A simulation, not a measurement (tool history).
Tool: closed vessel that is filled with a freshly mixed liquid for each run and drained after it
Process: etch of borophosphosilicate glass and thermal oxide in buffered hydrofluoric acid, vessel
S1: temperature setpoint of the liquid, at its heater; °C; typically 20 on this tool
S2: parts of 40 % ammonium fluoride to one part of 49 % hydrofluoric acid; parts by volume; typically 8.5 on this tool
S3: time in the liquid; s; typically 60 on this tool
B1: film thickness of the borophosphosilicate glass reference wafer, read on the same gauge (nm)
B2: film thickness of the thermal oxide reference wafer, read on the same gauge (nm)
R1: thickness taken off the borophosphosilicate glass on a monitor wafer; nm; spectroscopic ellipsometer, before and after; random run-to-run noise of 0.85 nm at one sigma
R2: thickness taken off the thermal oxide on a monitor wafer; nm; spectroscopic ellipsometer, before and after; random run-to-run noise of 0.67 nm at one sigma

run,hour,S1,S2,S3,B1,B2,R1,R2
1,0,23.5,8.5,60,90,140.01,107.91,71.37
2,13.3,20,8.5,60,90.03,140.01,89.35,58.84
# hour 29.2: gauge calibrated
3,30.7,20,8.5,60,89.98,139.97,87.67,58.27
4,43.9,20,8.5,60,90.02,140.01,87.7,58.29
5,50.5,24.5,11,80,89.99,139.99,120.05,79.42
6,58.7,20,8.5,50,89.99,140.01,73,48.7
7,74.9,20,5.5,60,90.01,140.01,135.43,88.09
8,85.3,20,8.5,95,90,139.99,140.78,92.15
9,91.6,20,8.5,90,90.01,140.01,130.82,87.9
10,106.2,22.5,8.5,35,90,140,57.89,39.29
11,121.9,17,10,75,90,140,81.35,53.36
# hour 126.7: thermometer replaced
12,134.2,20,8.5,60,90,140,103.25,69.04
13,146.1,21.5,5,60,90,140.02,185.19,123.46
14,160.8,20,11.5,85,90,139.99,111.8,72.95
15,172.2,20,11,90,89.99,140,124.25,82.16
16,184.6,20,11.5,60,90,140,78.95,52.65
17,193.6,18.5,6.5,60,89.99,139.97,125.31,82.6
18,228.3,17,9.5,50,90.01,140,65.95,43.28
19,240.9,17.5,6.5,60,90.01,140,117.56,77.85
20,247.7,22.5,8.5,60,89.97,140.04,116.12,78.39
21,255.4,20,7.5,60,89.99,140,118.62,77.53
22,264.5,20,8.5,30,90.01,139.97,51.58,33.84
23,273.6,17,5.5,90,90.01,140.01,197.32,129.8
24,291.1,17,6,60,89.98,140.01,122.22,80.08
25,302.2,20,7,60,90.02,140.01,125.68,83.38
26,326.1,17.5,11.5,60,90.02,139.97,66.36,44.92

Below are 3 alternative next runs, each starting from the tool's condition after run 26. Predict each:
A,326.8,20,6,60,?,?,?,?
B,326.8,23.5,11.5,30,?,?,?,?
C,326.8,22,5.5,60,?,?,?,?

run,B1,B2,R1,R2
A,90.01,140,143.72,95.26
B,90.01,140,46.96,31.47
C,90.01,140,173,114.62
With no hidden state in the tool, these same runs would have given:
run,R1,R2
A,146.44,97.09
B,47.84,32.06
C,176.22,116.79
